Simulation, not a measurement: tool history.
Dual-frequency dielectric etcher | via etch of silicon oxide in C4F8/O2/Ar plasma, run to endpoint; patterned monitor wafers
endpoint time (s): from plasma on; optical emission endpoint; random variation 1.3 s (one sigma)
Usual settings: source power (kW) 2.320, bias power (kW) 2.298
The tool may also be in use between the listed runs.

run   hour  source power (kW)  bias power (kW)  incoming incoming film thickness, nm  endpoint time (s)
  1    0.0              2.320            2.298                                1434.0              271.8
      59.1  -- wet clean of the chamber
  2   93.1              2.320            2.298                                1434.1              266.9
  3  138.4              2.320            2.422                                1433.9              261.3
  4  184.6              2.320            2.298                                1419.5              265.6
  5  279.6              2.320            2.298                                1432.5              272.0
     323.7  -- source power generator calibrated
  6  360.2              2.320            2.298                                1429.2              270.3
  7  415.8              2.320            2.298                                1444.9              274.4
  8  486.2              2.550            2.108                                1430.7              269.8
  9  531.5              2.860            2.629                                1441.7              239.3
     573.2  -- upper electrode replaced
 10  588.9              2.810            2.809                                1426.3              235.6
     612.1  -- bias power generator calibrated
 11  674.1              1.770            1.732                                1418.8              348.8
     756.6  -- wet clean of the chamber
 12  780.1              2.320            1.968                                1421.4              273.7
 13  871.2              2.320            2.298                                1423.3              262.0
 14  910.2              2.750            2.298                                1433.0              244.1
 15  997.6              1.960            2.582                                1432.6              274.3

Forecast each of these 4 alternatives for the next run:
  A  998.1              2.320            2.298                                1428.0                  ?
  B  998.1              2.040            2.298                                1428.0                  ?
  C  998.1              1.910            2.091                                1428.0                  ?
  D  998.1              1.790            2.050                                1428.0                  ?

run  endpoint time (s)
  A              264.4
  B              280.1
  C              299.3
  D              310.8
Without the tool's hidden state the same runs would have given:
run  endpoint time (s)
  A              259.0
  B              274.4
  C              293.2
  D              304.4
